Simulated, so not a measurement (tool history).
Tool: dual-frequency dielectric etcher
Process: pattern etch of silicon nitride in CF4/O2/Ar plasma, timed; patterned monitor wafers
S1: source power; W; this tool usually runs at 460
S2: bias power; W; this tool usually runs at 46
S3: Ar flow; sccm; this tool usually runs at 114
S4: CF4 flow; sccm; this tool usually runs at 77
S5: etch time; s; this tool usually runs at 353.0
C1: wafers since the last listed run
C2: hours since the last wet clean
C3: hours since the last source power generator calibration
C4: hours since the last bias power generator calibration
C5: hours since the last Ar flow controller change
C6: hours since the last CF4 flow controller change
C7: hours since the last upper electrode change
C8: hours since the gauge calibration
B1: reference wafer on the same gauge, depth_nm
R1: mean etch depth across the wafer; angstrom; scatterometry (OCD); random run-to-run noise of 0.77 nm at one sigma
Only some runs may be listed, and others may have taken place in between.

Run 1, day 0.000: usual settings but S4 82 sccm; C1 0; C2 17.5; C3 4277.5; C4 1947.6; C5 5258.4; C6 3232.9; C7 6.6; C8 208.8; B1 447.0. Result: R1 5381 angstrom.
Run 2, day 0.775: usual settings but S4 82 sccm; C1 114; C2 36.1; C3 4296.1; C4 1966.2; C5 5277.0; C6 3251.5; C7 25.2; C8 227.4; B1 446.9. Result: R1 5378 angstrom.
Run 3, day 1.162: usual settings; C1 57; C2 45.4; C3 4305.4; C4 1975.5; C5 5286.3; C6 3260.8; C7 34.5; C8 236.7; B1 446.8. Result: R1 5320 angstrom.
At day 2.462: source power generator calibrated.
Run 4, day 3.112: usual settings but S1 390 W, S4 94 sccm; C1 264; C2 92.2; C3 15.6; C4 2022.3; C5 5333.1; C6 3307.6; C7 81.3; C8 283.5; B1 447.2. Result: R1 4594 angstrom.
At day 3.404: Ar flow controller replaced.
At day 3.867: CF4 flow controller replaced.
Run 5, day 4.742: usual settings but S1 560 W, S2 34 W; C1 167; C2 131.3; C3 54.7; C4 2061.4; C5 32.1; C6 21.0; C7 120.4; C8 322.6; B1 447.1. Result: R1 5468 angstrom.
At day 5.104: bias power generator calibrated.
Run 6, day 5.150: usual settings; C1 35; C2 141.1; C3 64.5; C4 1.1; C5 41.9; C6 30.8; C7 130.2; C8 332.4; B1 447.0. Result: R1 5140 angstrom.
Run 7, day 5.883: usual settings; C1 108; C2 158.7; C3 82.1; C4 18.7; C5 59.5; C6 48.4; C7 147.8; C8 350.0; B1 447.4. Result: R1 5152 angstrom.
Run 8, day 6.325: usual settings but S1 400 W, S2 35 W; C1 65; C2 169.3; C3 92.7; C4 29.3; C5 70.1; C6 59.0; C7 158.4; C8 360.6; B1 447.0. Result: R1 4142 angstrom.
Run 9, day 6.858: usual settings; C1 79; C2 182.1; C3 105.5; C4 42.1; C5 82.9; C6 71.8; C7 171.2; C8 373.4; B1 447.0. Result: R1 5159 angstrom.
Run 10, day 7.471: usual settings but S1 430 W, S2 51 W, S3 138 sccm, S5 443.0 s; C1 90; C2 196.8; C3 120.2; C4 56.8; C5 97.6; C6 86.5; C7 185.9; C8 388.1; B1 447.0. Result: R1 6158 angstrom.
Run 11, day 7.767: usual settings but S1 390 W, S5 422.5 s; C1 43; C2 203.9; C3 127.3; C4 63.9; C5 104.7; C6 93.6; C7 193.0; C8 395.2; B1 446.8. Result: R1 5374 angstrom.
At day 8.033: gauge calibrated.
Run 12, day 8.092: usual settings; C1 48; C2 211.7; C3 135.1; C4 71.7; C5 112.5; C6 101.4; C7 200.8; C8 1.4; B1 447.2. Result: R1 5153 angstrom.
Run 13, day 8.679: usual settings but S3 133 sccm; C1 87; C2 225.8; C3 149.2; C4 85.8; C5 126.6; C6 115.5; C7 214.9; C8 15.5; B1 446.6. Result: R1 5016 angstrom.
Run 14, day 8.979: usual settings but S1 500 W, S2 53 W; C1 44; C2 233.0; C3 156.4; C4 93.0; C5 133.8; C6 122.7; C7 222.1; C8 22.7; B1 446.8. Result: R1 5837 angstrom.
Run 15, day 9.492: usual settings but S2 53 W, S3 93 sccm, S4 93 sccm, S5 418.0 s; C1 75; C2 245.3; C3 168.7; C4 105.3; C5 146.1; C6 135.0; C7 234.4; C8 35.0; B1 447.2. Result: R1 6823 angstrom.
Run 16, day 10.088: usual settings but S2 54 W, S5 267.0 s; C1 88; C2 259.6; C3 183.0; C4 119.6; C5 160.4; C6 149.3; C7 248.7; C8 49.3; B1 446.8. Result: R1 4136 angstrom.
Run 17, day 10.658: usual settings but S1 520 W, S3 91 sccm, S5 456.5 s; C1 84; C2 273.3; C3 196.7; C4 133.3; C5 174.1; C6 163.0; C7 262.4; C8 63.0; B1 447.0. Result: R1 7703 angstrom.
Run 18, day 10.908: usual settings; C1 37; C2 279.3; C3 202.7; C4 139.3; C5 180.1; C6 169.0; C7 268.4; C8 69.0; B1 446.9. Result: R1 5163 angstrom.
Run 19, day 11.188: usual settings; C1 41; C2 286.0; C3 209.4; C4 146.0; C5 186.8; C6 175.7; C7 275.1; C8 75.7; B1 447.0. Result: R1 5151 angstrom.
Run 20, day 11.729: usual settings; C1 80; C2 299.0; C3 222.4; C4 159.0; C5 199.8; C6 188.7; C7 288.1; C8 88.7; B1 447.2. Result: R1 5170 angstrom.
Run 21, day 12.317: usual settings but S1 510 W, S3 135 sccm, S4 61 sccm, S5 252.5 s; C1 87; C2 313.1; C3 236.5; C4 173.1; C5 213.9; C6 202.8; C7 302.2; C8 102.8; B1 447.1. Result: R1 3773 angstrom.

Forecast each of these 4 alternatives for the next run:
Run A, day 12.338: usual settings but S5 264.5 s; C1 3; C2 313.6; C3 237.0; C4 173.6; C5 214.4; C6 203.3; C7 302.7; C8 103.3; B1 ?. Result: R1 ?.
Run B, day 12.338: usual settings but S1 370 W, S4 95 sccm; C1 3; C2 313.6; C3 237.0; C4 173.6; C5 214.4; C6 203.3; C7 302.7; C8 103.3; B1 ?. Result: R1 ?.
Run C, day 12.338: usual settings but S4 85 sccm; C1 3; C2 313.6; C3 237.0; C4 173.6; C5 214.4; C6 203.3; C7 302.7; C8 103.3; B1 ?. Result: R1 ?.
Run D, day 12.338: usual settings but S2 50 W, S3 92 sccm, S4 83 sccm; C1 3; C2 313.6; C3 237.0; C4 173.6; C5 214.4; C6 203.3; C7 302.7; C8 103.3; B1 ?. Result: R1 ?.

run     B1    R1
  A  446.9  3869
  B  446.9  4426
  C  446.9  5238
  D  446.9  5584
Without the tool's hidden state the same runs would have given:
run    R1
  A  3861
  B  4416
  C  5226
  D  5572
